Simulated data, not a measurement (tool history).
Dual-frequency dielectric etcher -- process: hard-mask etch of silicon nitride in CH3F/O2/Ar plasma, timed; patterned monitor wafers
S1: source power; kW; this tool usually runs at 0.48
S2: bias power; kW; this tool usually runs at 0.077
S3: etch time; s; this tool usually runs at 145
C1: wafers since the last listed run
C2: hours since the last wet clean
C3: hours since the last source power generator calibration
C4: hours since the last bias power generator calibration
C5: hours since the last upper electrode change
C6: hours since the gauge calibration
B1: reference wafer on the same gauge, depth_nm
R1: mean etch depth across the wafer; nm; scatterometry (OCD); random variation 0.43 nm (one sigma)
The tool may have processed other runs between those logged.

run 1 day=0 | S1=0.48 S2=0.077 S3=145 | C1=0 C2=406.9 C3=2905.5 C4=1398.5 C5=1886.8 C6=314.9 | B1=115.9 | R1=107.5
run 2 day=0.279 | S1=0.48 S2=0.077 S3=145 | C1=56 C2=413.6 C3=2912.2 C4=1405.2 C5=1893.5 C6=321.6 | B1=116 | R1=106.7
run 3 day=0.567 | S1=0.48 S2=0.077 S3=145 | C1=58 C2=420.5 C3=2919.1 C4=1412.1 C5=1900.4 C6=328.5 | B1=116.1 | R1=107.8
run 4 day=1.079 | S1=0.48 S2=0.077 S3=145 | C1=103 C2=432.8 C3=2931.4 C4=1424.4 C5=1912.7 C6=340.8 | B1=116.1 | R1=107.4
run 5 day=1.508 | S1=0.48 S2=0.077 S3=145 | C1=86 C2=443.1 C3=2941.7 C4=1434.7 C5=1923 C6=351.1 | B1=116 | R1=107.8
-- day=2.479 gauge calibrated
-- day=2.971 wet clean of the chamber
run 6 day=2.992 | S1=0.57 S2=0.077 S3=145 | C1=97 C2=0.5 C3=2977.3 C4=1470.3 C5=1958.6 C6=12.3 | B1=116 | R1=111.8
run 7 day=3.008 | S1=0.48 S2=0.068 S3=145 | C1=3 C2=0.9 C3=2977.7 C4=1470.7 C5=1959 C6=12.7 | B1=116.1 | R1=101.4
run 8 day=3.142 | S1=0.48 S2=0.068 S3=145 | C1=26 C2=4.1 C3=2980.9 C4=1473.9 C5=1962.2 C6=15.9 | B1=116 | R1=100.7
run 9 day=3.538 | S1=0.45 S2=0.077 S3=145 | C1=80 C2=13.6 C3=2990.4 C4=1483.4 C5=1971.7 C6=25.4 | B1=115.9 | R1=101.5
run 10 day=5.262 | S1=0.45 S2=0.077 S3=145 | C1=349 C2=55 C3=3031.8 C4=1524.8 C5=2013.1 C6=66.8 | B1=116 | R1=101.3
run 11 day=5.746 | S1=0.48 S2=0.077 S3=177 | C1=97 C2=66.6 C3=3043.4 C4=1536.4 C5=2024.7 C6=78.4 | B1=115.8 | R1=126.8
-- day=6.429 source power generator calibrated
run 12 day=6.45 | S1=0.48 S2=0.077 S3=145 | C1=108 C2=83.5 C3=0.5 C4=1553.3 C5=2041.6 C6=95.3 | B1=115.9 | R1=104.4
run 13 day=6.933 | S1=0.48 S2=0.077 S3=145 | C1=97 C2=95.1 C3=12.1 C4=1564.9 C5=2053.2 C6=106.9 | B1=115.9 | R1=104.3
run 14 day=7.558 | S1=0.48 S2=0.077 S3=116.5 | C1=126 C2=110.1 C3=27.1 C4=1579.9 C5=2068.2 C6=121.9 | B1=116 | R1=84.3
run 15 day=8.058 | S1=0.55 S2=0.064 S3=128.5 | C1=101 C2=122.1 C3=39.1 C4=1591.9 C5=2080.2 C6=133.9 | B1=115.9 | R1=94.8
run 16 day=8.371 | S1=0.59 S2=0.071 S3=117 | C1=63 C2=129.6 C3=46.6 C4=1599.4 C5=2087.7 C6=141.4 | B1=116 | R1=90.8
run 17 day=8.742 | S1=0.56 S2=0.088 S3=169.5 | C1=75 C2=138.5 C3=55.5 C4=1608.3 C5=2096.6 C6=150.3 | B1=116 | R1=136.4
run 18 day=9.183 | S1=0.48 S2=0.077 S3=145 | C1=89 C2=149.1 C3=66.1 C4=1618.9 C5=2107.2 C6=160.9 | B1=115.9 | R1=105.3
-- day=9.738 bias power generator calibrated
-- day=10.242 upper electrode replaced
run 19 day=10.262 | S1=0.48 S2=0.077 S3=145 | C1=82 C2=175 C3=92 C4=12.6 C5=0.5 C6=186.8 | B1=115.9 | R1=105.1
run 20 day=10.279 | S1=0.43 S2=0.066 S3=110.5 | C1=3 C2=175.4 C3=92.4 C4=13 C5=0.9 C6=187.2 | B1=115.9 | R1=73.5
run 21 day=10.654 | S1=0.48 S2=0.077 S3=170 | C1=75 C2=184.4 C3=101.4 C4=22 C5=9.9 C6=196.2 | B1=115.8 | R1=123.4
run 22 day=11 | S1=0.48 S2=0.077 S3=145 | C1=69 C2=192.7 C3=109.7 C4=30.3 C5=18.2 C6=204.5 | B1=116 | R1=105.3
run 23 day=11.704 | S1=0.48 S2=0.077 S3=145 | C1=142 C2=209.6 C3=126.6 C4=47.2 C5=35.1 C6=221.4 | B1=116 | R1=105.3
run 24 day=11.988 | S1=0.48 S2=0.058 S3=145 | C1=57 C2=216.4 C3=133.4 C4=54 C5=41.9 C6=228.2 | B1=115.8 | R1=98.2
run 25 day=12.542 | S1=0.48 S2=0.093 S3=179 | C1=112 C2=229.7 C3=146.7 C4=67.3 C5=55.2 C6=241.5 | B1=116.2 | R1=137.1
run 26 day=12.95 | S1=0.51 S2=0.077 S3=145 | C1=82 C2=239.5 C3=156.5 C4=77.1 C5=65 C6=251.3 | B1=115.9 | R1=108.5
run 27 day=13.271 | S1=0.41 S2=0.085 S3=145 | C1=64 C2=247.2 C3=164.2 C4=84.8 C5=72.7 C6=259 | B1=116 | R1=101.4
run 28 day=13.65 | S1=0.48 S2=0.077 S3=145 | C1=76 C2=256.3 C3=173.3 C4=93.9 C5=81.8 C6=268.1 | B1=116 | R1=105.9
run 29 day=14.104 | S1=0.42 S2=0.087 S3=185.5 | C1=91 C2=267.2 C3=184.2 C4=104.8 C5=92.7 C6=279 | B1=115.9 | R1=131.7
run 30 day=14.379 | S1=0.48 S2=0.072 S3=106.5 | C1=55 C2=273.8 C3=190.8 C4=111.4 C5=99.3 C6=285.6 | B1=116 | R1=76.1
run 31 day=15.012 | S1=0.48 S2=0.077 S3=177 | C1=128 C2=289 C3=206 C4=126.6 C5=114.5 C6=300.8 | B1=115.9 | R1=128.4

How would selected steps in R1 from run to run divide? Give the signed amount a tool lacking its hidden state would still show from settings, what came in and random variation, and the signed amount left for the hidden state, including any gauge scatter that is not in both of the compared results.
The tool's hidden condition here consists of: etch rate over this chamber's usual, %; source power that arrives over what is set, %; bias power that arrives over what is set, %; gauge reads high (%).
Run 5 -> 6: S1 0.48 -> 0.57, gauge calibrated, wet clean of the chamber. R1 +4 nm: hidden state -4.1, all else +8.1.
Run 20 -> 21: S1 0.43 -> 0.48, S2 0.066 -> 0.077, S3 110.5 -> 170. R1 +49.9 nm: hidden state +0.5, all else +49.4.
Run 29 -> 30: S1 0.42 -> 0.48, S2 0.087 -> 0.072, S3 185.5 -> 106.5. R1 -55.6 nm: hidden state -0.8, all else -54.8.
Run 30 -> 31: S2 0.072 -> 0.077, S3 106.5 -> 177. R1 +52.3 nm: hidden state +0.9, all else +51.4.
